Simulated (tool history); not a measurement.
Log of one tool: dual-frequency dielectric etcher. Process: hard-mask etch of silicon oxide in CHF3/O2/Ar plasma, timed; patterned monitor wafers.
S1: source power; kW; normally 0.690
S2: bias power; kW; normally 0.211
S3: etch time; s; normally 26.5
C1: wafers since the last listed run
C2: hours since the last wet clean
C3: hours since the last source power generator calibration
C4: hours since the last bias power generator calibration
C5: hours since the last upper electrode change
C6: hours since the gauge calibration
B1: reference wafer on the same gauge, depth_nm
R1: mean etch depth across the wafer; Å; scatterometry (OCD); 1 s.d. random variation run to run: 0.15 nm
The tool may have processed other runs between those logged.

| run | hour | S1 | S2 | S3 | C1 | C2 | C3 | C4 | C5 | C6 | B1 | R1 |
|---|---|---|---|---|---|---|---|---|---|---|---|---|
| 1 | 0.0 | 0.690 | 0.211 | 26.5 | 0 | 182.6 | 2748.0 | 4380.4 | 2972.5 | 91.8 | 66.2 | 589 |
| 2 | 14.8 | 0.690 | 0.211 | 26.5 | 240 | 197.4 | 2762.8 | 4395.2 | 2987.3 | 106.6 | 66.2 | 591 |
| 3 | 21.8 | 0.690 | 0.211 | 26.5 | 113 | 204.4 | 2769.8 | 4402.2 | 2994.3 | 113.6 | 66.2 | 591 |
| 4 | 31.0 | 0.690 | 0.211 | 26.5 | 149 | 213.6 | 2779.0 | 4411.4 | 3003.5 | 122.8 | 66.2 | 593 |
| 5 | 43.0 | 0.690 | 0.211 | 26.5 | 195 | 225.6 | 2791.0 | 4423.4 | 3015.5 | 134.8 | 66.2 | 592 |
|  | 52.4 | source power generator calibrated |
| 6 | 54.6 | 0.630 | 0.211 | 26.5 | 123 | 237.2 | 2.2 | 4435.0 | 3027.1 | 146.4 | 66.2 | 566 |
| 7 | 63.0 | 0.630 | 0.211 | 26.5 | 136 | 245.6 | 10.6 | 4443.4 | 3035.5 | 154.8 | 66.3 | 568 |
| 8 | 75.0 | 0.630 | 0.211 | 26.5 | 195 | 257.6 | 22.6 | 4455.4 | 3047.5 | 166.8 | 66.2 | 568 |
| 9 | 91.6 | 0.690 | 0.211 | 26.5 | 269 | 274.2 | 39.2 | 4472.0 | 3064.1 | 183.4 | 66.2 | 595 |
| 10 | 102.0 | 0.690 | 0.211 | 26.5 | 169 | 284.6 | 49.6 | 4482.4 | 3074.5 | 193.8 | 66.2 | 597 |
| 11 | 108.5 | 0.690 | 0.211 | 26.5 | 105 | 291.1 | 56.1 | 4488.9 | 3081.0 | 200.3 | 66.2 | 595 |
| 12 | 121.2 | 0.690 | 0.211 | 26.5 | 206 | 303.8 | 68.8 | 4501.6 | 3093.7 | 213.0 | 66.2 | 596 |
| 13 | 133.2 | 0.530 | 0.211 | 20.5 | 195 | 315.8 | 80.8 | 4513.6 | 3105.7 | 225.0 | 66.2 | 408 |
|  | 139.4 | bias power generator calibrated |
| 14 | 146.3 | 0.690 | 0.258 | 22.5 | 147 | 328.9 | 93.9 | 6.9 | 3118.8 | 238.1 | 66.2 | 550 |
| 15 | 164.1 | 0.690 | 0.226 | 26.5 | 289 | 346.7 | 111.7 | 24.7 | 3136.6 | 255.9 | 66.2 | 617 |
| 16 | 173.2 | 0.530 | 0.211 | 20.5 | 147 | 355.8 | 120.8 | 33.8 | 3145.7 | 265.0 | 66.2 | 410 |
| 17 | 187.2 | 0.790 | 0.256 | 29.5 | 227 | 369.8 | 134.8 | 47.8 | 3159.7 | 279.0 | 66.2 | 763 |
| 18 | 195.5 | 0.690 | 0.211 | 26.5 | 134 | 378.1 | 143.1 | 56.1 | 3168.0 | 287.3 | 66.2 | 599 |
|  | 195.7 | gauge calibrated |
|  | 227.5 | wet clean of the chamber |
| 19 | 228.0 | 0.800 | 0.248 | 26.5 | 138 | 0.5 | 175.6 | 88.6 | 3200.5 | 32.3 | 66.2 | 654 |
| 20 | 228.3 | 0.570 | 0.211 | 30.0 | 4 | 0.8 | 175.9 | 88.9 | 3200.8 | 32.6 | 66.2 | 597 |
| 21 | 228.6 | 0.690 | 0.211 | 26.5 | 4 | 1.1 | 176.2 | 89.2 | 3201.1 | 32.9 | 66.2 | 579 |
|  | 253.0 | upper electrode replaced |
| 22 | 256.8 | 0.630 | 0.162 | 32.0 | 68 | 29.3 | 204.4 | 117.4 | 3.8 | 61.1 | 66.2 | 614 |
| 23 | 273.2 | 0.530 | 0.211 | 20.5 | 266 | 45.7 | 220.8 | 133.8 | 20.2 | 77.5 | 66.2 | 396 |
| 24 | 290.3 | 0.690 | 0.211 | 34.0 | 277 | 62.8 | 237.9 | 150.9 | 37.3 | 94.6 | 66.2 | 748 |
| 25 | 307.9 | 0.690 | 0.211 | 26.5 | 286 | 80.4 | 255.5 | 168.5 | 54.9 | 112.2 | 66.2 | 581 |
| 26 | 315.9 | 0.690 | 0.211 | 29.0 | 130 | 88.4 | 263.5 | 176.5 | 62.9 | 120.2 | 66.2 | 637 |
| 27 | 325.8 | 0.530 | 0.211 | 26.5 | 160 | 98.3 | 273.4 | 186.4 | 72.8 | 130.1 | 66.2 | 514 |
| 28 | 341.5 | 0.690 | 0.159 | 26.5 | 255 | 114.0 | 289.1 | 202.1 | 88.5 | 145.8 | 66.2 | 533 |
| 29 | 349.7 | 0.690 | 0.211 | 26.5 | 133 | 122.2 | 297.3 | 210.3 | 96.7 | 154.0 | 66.2 | 586 |

Each row is a separate what-if for the run after 29, all from the same tool condition, not one after another. Results?
| A | 350.1 | 0.690 | 0.231 | 26.5 | 6 | 122.6 | 297.7 | 210.7 | 97.1 | 154.4 | ? | ? |
| B | 350.1 | 0.770 | 0.211 | 23.5 | 6 | 122.6 | 297.7 | 210.7 | 97.1 | 154.4 | ? | ? |
| C | 350.1 | 0.560 | 0.247 | 33.5 | 6 | 122.6 | 297.7 | 210.7 | 97.1 | 154.4 | ? | ? |
| D | 350.1 | 0.770 | 0.225 | 22.0 | 6 | 122.6 | 297.7 | 210.7 | 97.1 | 154.4 | ? | ? |
| E | 350.1 | 0.640 | 0.211 | 31.0 | 6 | 122.6 | 297.7 | 210.7 | 97.1 | 154.4 | ? | ? |

| run | B1 | R1 |
|---|---|---|
| A | 66.2 | 604 |
| B | 66.2 | 546 |
| C | 66.2 | 708 |
| D | 66.2 | 522 |
| E | 66.2 | 661 |
Take away the tool's hidden state, keep each run's random variation, and the runs would have read:
| run | R1 |
|---|---|
| A | 597 |
| B | 539 |
| C | 700 |
| D | 516 |
| E | 653 |
